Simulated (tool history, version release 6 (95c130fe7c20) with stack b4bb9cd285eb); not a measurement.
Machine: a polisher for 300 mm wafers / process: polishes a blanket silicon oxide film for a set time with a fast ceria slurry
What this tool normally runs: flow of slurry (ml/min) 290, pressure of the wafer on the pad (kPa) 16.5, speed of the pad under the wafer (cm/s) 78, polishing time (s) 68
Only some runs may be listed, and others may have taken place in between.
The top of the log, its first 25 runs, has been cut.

| run | hour | flow of slurry (ml/min) | pressure of the wafer on the pad (kPa) | speed of the pad under the wafer (cm/s) | polishing time (s) | incoming thickness of the incoming film, nm | film removed (Å) |
|---|---|---|---|---|---|---|---|
| 26 | 1222.4 | 385 | 20 | 100 | 92 | 3387.5 | 14722 |
| 27 | 1384.2 | 290 | 13.8 | 90 | 68 | 3411.6 | 6497 |
|  | 1399.9 | worn pad replaced by a new one |
| 28 | 1425 | 345 | 16.5 | 78 | 48 | 3380.3 | 4817 |
|  | 1448.3 | slurry nozzle cleaned |
| 29 | 1473.7 | 290 | 16.5 | 104 | 56 | 3388.4 | 7457 |
| 30 | 1539.6 | 390 | 16.5 | 78 | 83 | 3391 | 8282 |
|  | 1555.5 | head pressure recalibrated |
| 31 | 1567.7 | 290 | 16.5 | 78 | 68 | 3332 | 6970 |
| 32 | 1717.6 | 230 | 11.7 | 64 | 55 | 3422.6 | 3168 |
| 33 | 1765.4 | 290 | 16.5 | 78 | 68 | 3364.9 | 6732 |
| 34 | 1819.7 | 290 | 16.5 | 78 | 68 | 3399.3 | 6737 |
|  | 1844.4 | worn pad replaced by a new one |
| 35 | 1888 | 290 | 19.3 | 78 | 68 | 3363.7 | 7933 |
|  | 1902.1 | slurry nozzle cleaned |
| 36 | 1954.2 | 290 | 16.5 | 78 | 68 | 3401.6 | 6656 |
| 37 | 2007.2 | 190 | 20 | 68 | 84 | 3373.8 | 8576 |

Branching from run 37: 3 alternative next runs. What would each branch give?
| A | 2007.6 | 290 | 16.5 | 78 | 68 | 3386.1 | ? |
| B | 2007.6 | 210 | 18.6 | 78 | 68 | 3386.1 | ? |
| C | 2007.6 | 290 | 16.5 | 50 | 68 | 3386.1 | ? |

| run | film removed (Å) |
|---|---|
| A | 6766 |
| B | 7473 |
| C | 4337 |
Take away the tool's hidden state, keep each run's random variation, and the runs would have read:
| run | film removed (Å) |
|---|---|
| A | 7012 |
| B | 7744 |
| C | 4495 |
